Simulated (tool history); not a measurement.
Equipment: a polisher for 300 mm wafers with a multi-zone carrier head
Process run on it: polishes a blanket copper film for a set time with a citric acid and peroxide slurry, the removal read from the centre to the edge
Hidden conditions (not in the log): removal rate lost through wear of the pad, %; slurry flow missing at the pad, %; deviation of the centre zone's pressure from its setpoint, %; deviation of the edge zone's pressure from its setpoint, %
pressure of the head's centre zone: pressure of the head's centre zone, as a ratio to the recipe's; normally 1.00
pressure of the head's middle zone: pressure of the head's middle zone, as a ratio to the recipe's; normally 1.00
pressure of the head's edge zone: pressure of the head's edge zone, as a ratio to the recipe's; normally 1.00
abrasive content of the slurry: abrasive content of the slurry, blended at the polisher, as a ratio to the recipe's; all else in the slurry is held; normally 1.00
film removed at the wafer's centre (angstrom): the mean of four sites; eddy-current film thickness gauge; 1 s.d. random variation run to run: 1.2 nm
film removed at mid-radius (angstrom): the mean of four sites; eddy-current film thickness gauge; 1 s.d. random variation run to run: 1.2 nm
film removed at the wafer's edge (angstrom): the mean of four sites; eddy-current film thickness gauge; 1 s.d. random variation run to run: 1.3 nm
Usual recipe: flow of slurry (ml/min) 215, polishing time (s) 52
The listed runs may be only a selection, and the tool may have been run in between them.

run,hour,flow of slurry (ml/min),pressure of the head's centre zone,pressure of the head's middle zone,pressure of the head's edge zone,abrasive content of the slurry,polishing time (s),wafers since the last listed run,wafers polished on this pad,hours since the slurry nozzle was cleaned,hours since the centre zone pressure was calibrated,hours since the edge zone pressure was calibrated,hours since the carrier head's membrane was replaced,"incoming thickness of the incoming film, nm",film removed at the wafer's centre (angstrom),film removed at mid-radius (angstrom),film removed at the wafer's edge (angstrom)
1,0.0,215,1.00,1.00,1.00,1.00,52,0,4027,96.5,12.7,0.5,1535.8,886.1,798,806,832
# hour 4.6: worn pad replaced by a new one
2,67.6,215,1.00,1.00,1.00,1.00,52,827,820,164.1,80.3,68.1,1603.4,887.7,834,853,853
3,94.1,215,1.00,1.00,1.00,1.00,52,344,1165,190.6,106.8,94.6,1629.9,879.8,826,825,846
4,134.1,235,0.93,1.00,1.00,1.00,52,520,1685,230.6,146.8,134.6,1669.9,882.2,767,828,846
# hour 208.4: carrier head's membrane replaced by a new one
5,208.9,215,0.96,1.00,1.00,1.00,52,908,2593,305.4,221.6,209.4,0.5,896.3,786,826,835
# hour 220.3: slurry nozzle cleaned
6,237.8,215,1.00,1.10,1.10,1.10,52,363,2956,17.5,250.5,238.3,29.4,887.6,815,913,880
# hour 295.9: worn pad replaced by a new one
7,305.0,215,1.00,1.00,1.00,1.00,52,822,118,84.7,317.7,305.5,96.6,889.3,858,883,903
8,354.2,215,1.00,1.00,1.00,1.00,52,640,758,133.9,366.9,354.7,145.8,888.2,824,840,858
9,379.7,215,1.00,0.91,1.05,1.00,52,331,1090,159.4,392.4,380.2,171.3,897.9,817,772,874
10,417.8,215,1.00,1.00,1.04,1.00,52,495,1586,197.5,430.5,418.3,209.4,883.6,821,844,841
11,479.4,215,1.07,1.08,0.95,1.00,58,801,2388,259.1,492.1,479.9,271.0,888.2,938,952,906
12,544.6,215,1.00,0.93,1.00,1.00,52,848,3236,324.3,557.3,545.1,336.2,896.2,821,767,822
# hour 545.9: slurry nozzle cleaned
13,581.0,235,1.11,1.00,1.00,1.15,52,460,3697,35.1,593.7,581.5,372.6,894.5,903,862,872
# hour 606.0: centre zone pressure recalibrated
14,616.4,215,1.00,1.00,1.00,1.00,52,434,4131,70.5,10.4,616.9,408.0,881.7,797,821,824
# hour 654.4: worn pad replaced by a new one
15,654.9,215,1.00,1.00,1.00,1.00,52,448,6,109.0,48.9,655.4,446.5,880.8,872,891,892
16,715.8,215,1.00,1.00,1.00,1.00,52,792,798,169.9,109.8,716.3,507.4,891.9,843,858,859
17,770.4,215,1.00,1.00,1.00,1.00,52,710,1509,224.5,164.4,770.9,562.0,888.3,818,847,850
18,796.5,215,1.00,1.00,1.00,0.80,42,339,1849,250.6,190.5,797.0,588.1,885.1,598,608,632
19,826.2,260,1.06,0.96,0.94,1.00,52,386,2235,280.3,220.2,826.7,617.8,887.0,868,815,833
20,865.3,285,1.00,1.04,1.00,0.70,69,508,2744,319.4,259.3,865.8,656.9,882.2,971,1013,996
# hour 952.3: worn pad replaced by a new one
# hour 970.4: slurry nozzle cleaned
21,1008.5,215,0.89,0.93,1.00,1.15,52,1798,717,38.1,402.5,1009.0,800.1,891.1,786,853,923

Forecast each of these 4 alternatives for the next run:
A,1008.9,215,1.00,1.00,1.12,1.00,52,5,723,38.5,402.9,1009.4,800.5,879.9,?,?,?
B,1008.9,215,0.97,1.00,1.00,1.00,52,5,723,38.5,402.9,1009.4,800.5,879.9,?,?,?
C,1008.9,160,1.00,1.00,1.00,1.00,52,5,723,38.5,402.9,1009.4,800.5,879.9,?,?,?
D,1008.9,215,1.00,1.00,0.89,1.00,52,5,723,38.5,402.9,1009.4,800.5,879.9,?,?,?

run,film removed at the wafer's centre (angstrom),film removed at mid-radius (angstrom),film removed at the wafer's edge (angstrom)
A,848,845,894
B,830,846,859
C,800,803,826
D,848,846,826
Had the tool no hidden state, the same runs would have come out as:
run,film removed at the wafer's centre (angstrom),film removed at mid-radius (angstrom),film removed at the wafer's edge (angstrom)
A,883,880,931
B,863,880,893
C,832,835,860
D,883,880,859
